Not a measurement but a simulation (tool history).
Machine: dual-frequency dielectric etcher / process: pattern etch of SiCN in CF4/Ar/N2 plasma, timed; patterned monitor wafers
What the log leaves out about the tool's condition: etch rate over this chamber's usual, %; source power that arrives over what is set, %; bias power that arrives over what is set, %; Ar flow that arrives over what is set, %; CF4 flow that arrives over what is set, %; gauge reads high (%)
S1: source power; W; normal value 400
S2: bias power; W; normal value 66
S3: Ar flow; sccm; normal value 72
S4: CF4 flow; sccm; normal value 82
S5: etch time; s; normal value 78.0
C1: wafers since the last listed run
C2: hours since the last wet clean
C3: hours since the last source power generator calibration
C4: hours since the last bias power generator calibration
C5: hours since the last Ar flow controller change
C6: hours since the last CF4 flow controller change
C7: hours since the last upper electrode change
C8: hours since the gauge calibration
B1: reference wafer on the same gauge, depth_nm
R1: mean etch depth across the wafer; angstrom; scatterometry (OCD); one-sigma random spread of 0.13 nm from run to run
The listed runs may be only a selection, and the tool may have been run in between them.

run 1 hour=0.0 | S1=400 S2=66 S3=72 S4=82 S5=78.0 | C1=0 C2=496.5 C3=3842.0 C4=4022.3 C5=2752.0 C6=1230.5 C7=4395.7 C8=127.8 | B1=48.8 | R1=617
-- hour=52.5 wet clean of the chamber
run 2 hour=123.8 | S1=400 S2=55 S3=72 S4=82 S5=78.0 | C1=1354 C2=71.3 C3=3965.8 C4=4146.1 C5=2875.8 C6=1354.3 C7=4519.5 C8=251.6 | B1=48.8 | R1=585
run 3 hour=193.6 | S1=400 S2=55 S3=72 S4=82 S5=78.0 | C1=947 C2=141.1 C3=4035.6 C4=4215.9 C5=2945.6 C6=1424.1 C7=4589.3 C8=321.4 | B1=48.8 | R1=584
run 4 hour=221.9 | S1=400 S2=55 S3=72 S4=82 S5=78.0 | C1=384 C2=169.4 C3=4063.9 C4=4244.2 C5=2973.9 C6=1452.4 C7=4617.6 C8=349.7 | B1=48.8 | R1=582
run 5 hour=277.5 | S1=400 S2=66 S3=72 S4=82 S5=78.0 | C1=754 C2=225.0 C3=4119.5 C4=4299.8 C5=3029.5 C6=1508.0 C7=4673.2 C8=405.3 | B1=48.8 | R1=618
run 6 hour=307.6 | S1=400 S2=66 S3=72 S4=82 S5=78.0 | C1=408 C2=255.1 C3=4149.6 C4=4329.9 C5=3059.6 C6=1538.1 C7=4703.3 C8=435.4 | B1=48.8 | R1=615
run 7 hour=356.2 | S1=400 S2=66 S3=72 S4=82 S5=78.0 | C1=659 C2=303.7 C3=4198.2 C4=4378.5 C5=3108.2 C6=1586.7 C7=4751.9 C8=484.0 | B1=48.8 | R1=615
run 8 hour=393.2 | S1=400 S2=66 S3=72 S4=82 S5=78.0 | C1=502 C2=340.7 C3=4235.2 C4=4415.5 C5=3145.2 C6=1623.7 C7=4788.9 C8=521.0 | B1=48.8 | R1=614
run 9 hour=432.1 | S1=400 S2=66 S3=72 S4=82 S5=78.0 | C1=527 C2=379.6 C3=4274.1 C4=4454.4 C5=3184.1 C6=1662.6 C7=4827.8 C8=559.9 | B1=48.8 | R1=613
run 10 hour=471.4 | S1=400 S2=66 S3=89 S4=101 S5=70.5 | C1=533 C2=418.9 C3=4313.4 C4=4493.7 C5=3223.4 C6=1701.9 C7=4867.1 C8=599.2 | B1=48.8 | R1=552
-- hour=517.5 gauge calibrated
run 11 hour=526.3 | S1=400 S2=66 S3=72 S4=99 S5=78.0 | C1=745 C2=473.8 C3=4368.3 C4=4548.6 C5=3278.3 C6=1756.8 C7=4922.0 C8=8.8 | B1=48.8 | R1=626
run 12 hour=587.2 | S1=470 S2=76 S3=64 S4=82 S5=78.0 | C1=826 C2=534.7 C3=4429.2 C4=4609.5 C5=3339.2 C6=1817.7 C7=4982.9 C8=69.7 | B1=48.8 | R1=768
-- hour=620.3 bias power generator calibrated
run 13 hour=655.7 | S1=310 S2=59 S3=85 S4=98 S5=78.0 | C1=875 C2=603.2 C3=4497.7 C4=35.4 C5=3407.7 C6=1886.2 C7=5051.4 C8=138.2 | B1=48.8 | R1=443
-- hour=665.6 Ar flow controller replaced
-- hour=669.7 CF4 flow controller replaced
-- hour=681.1 source power generator calibrated
-- hour=682.3 upper electrode replaced
-- hour=691.0 wet clean of the chamber
run 14 hour=726.2 | S1=450 S2=73 S3=59 S4=82 S5=78.0 | C1=630 C2=35.2 C3=45.1 C4=105.9 C5=60.6 C6=56.5 C7=43.9 C8=208.7 | B1=48.8 | R1=708
run 15 hour=760.2 | S1=400 S2=66 S3=72 S4=82 S5=78.0 | C1=461 C2=69.2 C3=79.1 C4=139.9 C5=94.6 C6=90.5 C7=77.9 C8=242.7 | B1=48.8 | R1=592
run 16 hour=829.8 | S1=400 S2=52 S3=72 S4=82 S5=78.0 | C1=944 C2=138.8 C3=148.7 C4=209.5 C5=164.2 C6=160.1 C7=147.5 C8=312.3 | B1=48.8 | R1=547
run 17 hour=886.3 | S1=400 S2=66 S3=72 S4=82 S5=70.5 | C1=766 C2=195.3 C3=205.2 C4=266.0 C5=220.7 C6=216.6 C7=204.0 C8=368.8 | B1=48.8 | R1=533
run 18 hour=920.1 | S1=400 S2=66 S3=72 S4=82 S5=78.0 | C1=458 C2=229.1 C3=239.0 C4=299.8 C5=254.5 C6=250.4 C7=237.8 C8=402.6 | B1=48.8 | R1=591
run 19 hour=980.9 | S1=400 S2=66 S3=72 S4=82 S5=78.0 | C1=825 C2=289.9 C3=299.8 C4=360.6 C5=315.3 C6=311.2 C7=298.6 C8=463.4 | B1=48.8 | R1=590

5 ways to go on from here, each from the tool as it stands after run 19. What would each give?
run A hour=981.3 | S1=400 S2=66 S3=72 S4=82 S5=78.0 | C1=5 C2=290.3 C3=300.2 C4=361.0 C5=315.7 C6=311.6 C7=299.0 C8=463.8 | B1=? | R1=?
run B hour=981.3 | S1=400 S2=52 S3=55 S4=82 S5=78.0 | C1=5 C2=290.3 C3=300.2 C4=361.0 C5=315.7 C6=311.6 C7=299.0 C8=463.8 | B1=? | R1=?
run C hour=981.3 | S1=360 S2=66 S3=57 S4=82 S5=78.0 | C1=5 C2=290.3 C3=300.2 C4=361.0 C5=315.7 C6=311.6 C7=299.0 C8=463.8 | B1=? | R1=?
run D hour=981.3 | S1=470 S2=66 S3=72 S4=97 S5=65.0 | C1=5 C2=290.3 C3=300.2 C4=361.0 C5=315.7 C6=311.6 C7=299.0 C8=463.8 | B1=? | R1=?
run E hour=981.3 | S1=400 S2=66 S3=72 S4=82 S5=97.0 | C1=5 C2=290.3 C3=300.2 C4=361.0 C5=315.7 C6=311.6 C7=299.0 C8=463.8 | B1=? | R1=?

run=A B1=48.8 R1=592
run=B B1=48.8 R1=568
run=C B1=48.8 R1=544
run=D B1=48.8 R1=596
run=E B1=48.8 R1=736
Without the tool's unlogged condition, the same runs would have read:
run=A R1=597
run=B R1=573
run=C R1=548
run=D R1=601
run=E R1=742
